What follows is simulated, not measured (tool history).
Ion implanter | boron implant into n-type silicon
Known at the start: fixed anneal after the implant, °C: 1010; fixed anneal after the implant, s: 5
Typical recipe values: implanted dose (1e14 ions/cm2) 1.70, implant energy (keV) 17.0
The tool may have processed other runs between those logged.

run   hour  implanted dose (1e14 ions/cm2)  implant energy (keV)  wafers since the last listed run  hours since the last dose calibration  hours since the extraction supply was calibrated  hours since the gauge calibration  read-back reference wafer on the same gauge, sheet resistance  sheet resistance of the implanted and annealed layer (ohm/square)
  1    0.0                            1.70                  17.0                                 0                                 1829.6                                            5400.5                              423.0                                                         544.01                                                             523.76
  2   15.6                            1.70                  17.0                               174                                 1845.2                                            5416.1                              438.6                                                         544.33                                                             522.82
  3   25.3                            1.70                  17.0                               108                                 1854.9                                            5425.8                              448.3                                                         544.51                                                             523.46
  4   35.9                            1.91                  17.0                               118                                 1865.5                                            5436.4                              458.9                                                         544.30                                                             477.27
  5   43.5                            1.91                  17.0                                84                                 1873.1                                            5444.0                              466.5                                                         544.05                                                             477.22
  6   49.5                            1.70                  15.0                                67                                 1879.1                                            5450.0                              472.5                                                         544.26                                                             533.29
  7   63.1                            1.70                  15.0                               152                                 1892.7                                            5463.6                              486.1                                                         543.99                                                             532.83
  8   78.0                            1.70                  17.0                               166                                 1907.6                                            5478.5                              501.0                                                         543.68                                                             523.81
  9   93.0                            1.70                  17.0                               167                                 1922.6                                            5493.5                              516.0                                                         544.14                                                             524.33
 10  101.6                            1.83                  12.5                                96                                 1931.2                                            5502.1                              524.6                                                         543.94                                                             515.09
 11  119.2                            1.70                  17.0                               196                                 1948.8                                            5519.7                              542.2                                                         544.06                                                             526.32
 12  125.8                            1.70                  17.0                                73                                 1955.4                                            5526.3                              548.8                                                         544.12                                                             522.33
 13  134.1                            1.70                  17.0                                92                                 1963.7                                            5534.6                              557.1                                                         543.43                                                             524.07
 14  145.0                            1.70                  15.5                               121                                 1974.6                                            5545.5                              568.0                                                         544.18                                                             530.04
 15  156.7                            1.70                  15.5                               130                                 1986.3                                            5557.2                              579.7                                                         544.49                                                             529.48
 16  169.2                            1.70                  15.5                               139                                 1998.8                                            5569.7                              592.2                                                         543.79                                                             529.98
 17  182.0                            1.48                  13.0                               143                                 2011.6                                            5582.5                              605.0                                                         543.85                                                             606.22
     184.0  -- gauge calibrated
 18  194.1                            2.04                  11.5                               135                                 2023.7                                            5594.6                               10.1                                                         543.45                                                             475.43
 19  212.0                            1.70                  17.0                               200                                 2041.6                                            5612.5                               28.0                                                         544.00                                                             523.51
 20  224.7                            1.70                  17.0                               141                                 2054.3                                            5625.2                               40.7                                                         544.18                                                             523.14
     236.2  -- Faraday cup replaced and dose calibrated
     247.2  -- extraction supply calibrated
 21  247.7                            1.90                  17.0                                78                                   11.5                                               0.5                               63.7                                                         543.89                                                             492.49
 22  273.1                            1.70                  19.0                               283                                   36.9                                              25.9                               89.1                                                         543.73                                                             530.36
 23  285.7                            1.70                  21.5                               140                                   49.5                                              38.5                              101.7                                                         543.90                                                             520.28
 24  296.7                            2.13                  17.0                               122                                   60.5                                              49.5                              112.7                                                         543.93                                                             450.35
 25  313.2                            1.51                  21.5                               184                                   77.0                                              66.0                              129.2                                                         543.96                                                             570.15
 26  330.6                            1.97                  19.0                               194                                   94.4                                              83.4                              146.6                                                         544.46                                                             471.75
 27  362.5                            1.86                  14.5                               356                                  126.3                                             115.3                              178.5                                                         543.67                                                             511.82
 28  371.8                            1.70                  17.0                               103                                  135.6                                             124.6                              187.8                                                         543.74                                                             539.33
 29  381.6                            1.34                  13.0                               109                                  145.4                                             134.4                              197.6                                                         544.44                                                             674.93
 30  392.8                            1.70                  21.0                               125                                  156.6                                             145.6                              208.8                                                         544.33                                                             522.67
 31  410.1                            1.27                  22.0                               193                                  173.9                                             162.9                              226.1                                                         543.74                                                             647.94
 32  424.7                            1.70                  20.5                               163                                  188.5                                             177.5                              240.7                                                         543.67                                                             523.21
 33  440.6                            1.70                  17.0                               177                                  204.4                                             193.4                              256.6                                                         543.78                                                             536.81
 34  455.9                            1.70                  17.0                               171                                  219.7                                             208.7                              271.9                                                         543.76                                                             537.04
 35  467.3                            1.70                  17.0                               127                                  231.1                                             220.1                              283.3                                                         544.08                                                             537.08
 36  482.8                            1.21                  12.5                               173                                  246.6                                             235.6                              298.8                                                         544.52                                                             731.24

Hidden state, per run?
deviation of the true energy from its setpoint, %: 0, the same for each run
gauge reads high (%): 0, the same for each run
H1: deviation of the true dose from the Faraday cup's reading, %
run     H1
  1    4.1
  2   4.13
  3   4.15
  4   4.17
  5   4.19
  6    4.2
  7   4.23
  8   4.26
  9   4.29
 10   4.31
 11   4.35
 12   4.36
 13   4.38
 14    4.4
 15   4.42
 16   4.45
 17   4.48
 18    4.5
 19   4.54
 20   4.56
 21  0.758
 22   0.81
 23  0.836
 24  0.859
 25  0.893
 26  0.929
 27  0.995
 28   1.01
 29   1.03
 30   1.06
 31   1.09
 32   1.12
 33   1.16
 34   1.19
 35   1.21
 36   1.24
